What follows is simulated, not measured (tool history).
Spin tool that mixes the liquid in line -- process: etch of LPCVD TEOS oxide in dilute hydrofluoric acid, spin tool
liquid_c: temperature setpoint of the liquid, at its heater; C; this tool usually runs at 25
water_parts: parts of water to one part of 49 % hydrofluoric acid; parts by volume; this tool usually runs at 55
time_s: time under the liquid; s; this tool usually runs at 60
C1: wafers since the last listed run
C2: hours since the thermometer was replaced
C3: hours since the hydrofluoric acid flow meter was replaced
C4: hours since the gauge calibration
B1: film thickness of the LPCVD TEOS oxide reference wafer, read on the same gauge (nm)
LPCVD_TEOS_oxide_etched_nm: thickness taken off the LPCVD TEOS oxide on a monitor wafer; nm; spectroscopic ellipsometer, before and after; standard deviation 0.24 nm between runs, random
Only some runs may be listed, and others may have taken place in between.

{"run": 1, "hour": 0.0, "liquid_c": 25, "water_parts": 55, "time_s": 60, "C1": 0, "C2": 992.4, "C3": 822.3, "C4": 58, "B1": 110, "LPCVD_TEOS_oxide_etched_nm": 42.15}
{"run": 2, "hour": 17.1, "liquid_c": 25, "water_parts": 55, "time_s": 60, "C1": 301, "C2": 1009.5, "C3": 839.4, "C4": 75.1, "B1": 110.02, "LPCVD_TEOS_oxide_etched_nm": 42.47}
{"run": 3, "hour": 24.0, "liquid_c": 25, "water_parts": 55, "time_s": 60, "C1": 121, "C2": 1016.4, "C3": 846.3, "C4": 82, "B1": 109.98, "LPCVD_TEOS_oxide_etched_nm": 42.41}
{"run": 4, "hour": 33.2, "liquid_c": 25, "water_parts": 75, "time_s": 60, "C1": 162, "C2": 1025.6, "C3": 855.5, "C4": 91.2, "B1": 110.01, "LPCVD_TEOS_oxide_etched_nm": 30.29}
{"run": 5, "hour": 41.4, "liquid_c": 25, "water_parts": 75, "time_s": 60, "C1": 144, "C2": 1033.8, "C3": 863.7, "C4": 99.4, "B1": 109.98, "LPCVD_TEOS_oxide_etched_nm": 30.26}
{"run": 6, "hour": 58.7, "liquid_c": 25, "water_parts": 75, "time_s": 60, "C1": 305, "C2": 1051.1, "C3": 881, "C4": 116.7, "B1": 110, "LPCVD_TEOS_oxide_etched_nm": 30.4}
{"run": 7, "hour": 65.1, "liquid_c": 27, "water_parts": 55, "time_s": 60, "C1": 112, "C2": 1057.5, "C3": 887.4, "C4": 123.1, "B1": 109.99, "LPCVD_TEOS_oxide_etched_nm": 46.12}
{"run": 8, "hour": 79.5, "liquid_c": 25, "water_parts": 55, "time_s": 60, "C1": 254, "C2": 1071.9, "C3": 901.8, "C4": 137.5, "B1": 109.98, "LPCVD_TEOS_oxide_etched_nm": 42.48}
{"run": 9, "hour": 89.4, "liquid_c": 25, "water_parts": 55, "time_s": 60, "C1": 174, "C2": 1081.8, "C3": 911.7, "C4": 147.4, "B1": 110.01, "LPCVD_TEOS_oxide_etched_nm": 42.9}
{"run": 10, "hour": 106.7, "liquid_c": 25, "water_parts": 55, "time_s": 60, "C1": 305, "C2": 1099.1, "C3": 929, "C4": 164.7, "B1": 110.04, "LPCVD_TEOS_oxide_etched_nm": 42.62}
{"hour": 145.8, "done": "thermometer replaced"}
{"run": 11, "hour": 150.6, "liquid_c": 25, "water_parts": 55, "time_s": 60, "C1": 757, "C2": 4.8, "C3": 972.9, "C4": 208.6, "B1": 110.01, "LPCVD_TEOS_oxide_etched_nm": 42.72}
{"run": 12, "hour": 166.5, "liquid_c": 25, "water_parts": 55, "time_s": 60, "C1": 280, "C2": 20.7, "C3": 988.8, "C4": 224.5, "B1": 110.02, "LPCVD_TEOS_oxide_etched_nm": 43.13}
{"run": 13, "hour": 173.8, "liquid_c": 25, "water_parts": 55, "time_s": 50, "C1": 128, "C2": 28, "C3": 996.1, "C4": 231.8, "B1": 109.99, "LPCVD_TEOS_oxide_etched_nm": 35.7}
{"run": 14, "hour": 184.3, "liquid_c": 25, "water_parts": 55, "time_s": 50, "C1": 185, "C2": 38.5, "C3": 1006.6, "C4": 242.3, "B1": 110.02, "LPCVD_TEOS_oxide_etched_nm": 35.89}
{"run": 15, "hour": 199.2, "liquid_c": 22.5, "water_parts": 55, "time_s": 80, "C1": 263, "C2": 53.4, "C3": 1021.5, "C4": 257.2, "B1": 109.99, "LPCVD_TEOS_oxide_etched_nm": 51.93}
{"run": 16, "hour": 212.0, "liquid_c": 28, "water_parts": 55, "time_s": 75, "C1": 225, "C2": 66.2, "C3": 1034.3, "C4": 270, "B1": 110.02, "LPCVD_TEOS_oxide_etched_nm": 60.66}
{"run": 17, "hour": 219.3, "liquid_c": 28, "water_parts": 35, "time_s": 90, "C1": 128, "C2": 73.5, "C3": 1041.6, "C4": 277.3, "B1": 109.98, "LPCVD_TEOS_oxide_etched_nm": 117.47}
{"run": 18, "hour": 229.8, "liquid_c": 25, "water_parts": 55, "time_s": 60, "C1": 185, "C2": 84, "C3": 1052.1, "C4": 287.8, "B1": 109.98, "LPCVD_TEOS_oxide_etched_nm": 43.25}
{"run": 19, "hour": 236.2, "liquid_c": 25, "water_parts": 55, "time_s": 60, "C1": 112, "C2": 90.4, "C3": 1058.5, "C4": 294.2, "B1": 109.97, "LPCVD_TEOS_oxide_etched_nm": 43.19}
{"run": 20, "hour": 249.2, "liquid_c": 27.5, "water_parts": 65, "time_s": 25, "C1": 229, "C2": 103.4, "C3": 1071.5, "C4": 307.2, "B1": 110, "LPCVD_TEOS_oxide_etched_nm": 16.49}
{"run": 21, "hour": 259.9, "liquid_c": 25, "water_parts": 55, "time_s": 45, "C1": 188, "C2": 114.1, "C3": 1082.2, "C4": 317.9, "B1": 110.02, "LPCVD_TEOS_oxide_etched_nm": 32.38}
{"run": 22, "hour": 274.1, "liquid_c": 23.5, "water_parts": 30, "time_s": 45, "C1": 250, "C2": 128.3, "C3": 1096.4, "C4": 332.1, "B1": 109.97, "LPCVD_TEOS_oxide_etched_nm": 58.2}
{"hour": 278.5, "done": "hydrofluoric acid flow meter replaced"}
{"run": 23, "hour": 289.4, "liquid_c": 26.5, "water_parts": 55, "time_s": 45, "C1": 252, "C2": 143.6, "C3": 10.9, "C4": 347.4, "B1": 110.01, "LPCVD_TEOS_oxide_etched_nm": 30.32}
{"hour": 298.8, "done": "gauge calibrated"}
{"run": 24, "hour": 304.4, "liquid_c": 25, "water_parts": 55, "time_s": 60, "C1": 264, "C2": 158.6, "C3": 25.9, "C4": 5.6, "B1": 110.02, "LPCVD_TEOS_oxide_etched_nm": 38.4}
{"run": 25, "hour": 321.2, "liquid_c": 25, "water_parts": 55, "time_s": 60, "C1": 296, "C2": 175.4, "C3": 42.7, "C4": 22.4, "B1": 110.01, "LPCVD_TEOS_oxide_etched_nm": 38.84}
{"run": 26, "hour": 336.8, "liquid_c": 25, "water_parts": 55, "time_s": 60, "C1": 275, "C2": 191, "C3": 58.3, "C4": 38, "B1": 109.99, "LPCVD_TEOS_oxide_etched_nm": 38.55}
{"run": 27, "hour": 382.1, "liquid_c": 25, "water_parts": 55, "time_s": 60, "C1": 799, "C2": 236.3, "C3": 103.6, "C4": 83.3, "B1": 109.98, "LPCVD_TEOS_oxide_etched_nm": 38.29}
{"run": 28, "hour": 388.5, "liquid_c": 25, "water_parts": 55, "time_s": 70, "C1": 112, "C2": 242.7, "C3": 110, "C4": 89.7, "B1": 109.98, "LPCVD_TEOS_oxide_etched_nm": 45}
{"run": 29, "hour": 402.2, "liquid_c": 25, "water_parts": 30, "time_s": 60, "C1": 241, "C2": 256.4, "C3": 123.7, "C4": 103.4, "B1": 109.98, "LPCVD_TEOS_oxide_etched_nm": 73.29}

Here are 3 independent what-if runs from the current tool condition. What would each one return?
{"run": "A", "hour": 402.6, "liquid_c": 25, "water_parts": 55, "time_s": 85, "C1": 7, "C2": 256.8, "C3": 124.1, "C4": 103.8, "B1": "?", "LPCVD_TEOS_oxide_etched_nm": "?"}
{"run": "B", "hour": 402.6, "liquid_c": 25, "water_parts": 25, "time_s": 60, "C1": 7, "C2": 256.8, "C3": 124.1, "C4": 103.8, "B1": "?", "LPCVD_TEOS_oxide_etched_nm": "?"}
{"run": "C", "hour": 402.6, "liquid_c": 25, "water_parts": 45, "time_s": 60, "C1": 7, "C2": 256.8, "C3": 124.1, "C4": 103.8, "B1": "?", "LPCVD_TEOS_oxide_etched_nm": "?"}

run=A B1=109.99 LPCVD_TEOS_oxide_etched_nm=55.03
run=B B1=109.99 LPCVD_TEOS_oxide_etched_nm=89.01
run=C B1=109.99 LPCVD_TEOS_oxide_etched_nm=48.12
Without the tool's hidden state the same runs would have given:
run=A LPCVD_TEOS_oxide_etched_nm=54.02
run=B LPCVD_TEOS_oxide_etched_nm=87.42
run=C LPCVD_TEOS_oxide_etched_nm=47.25
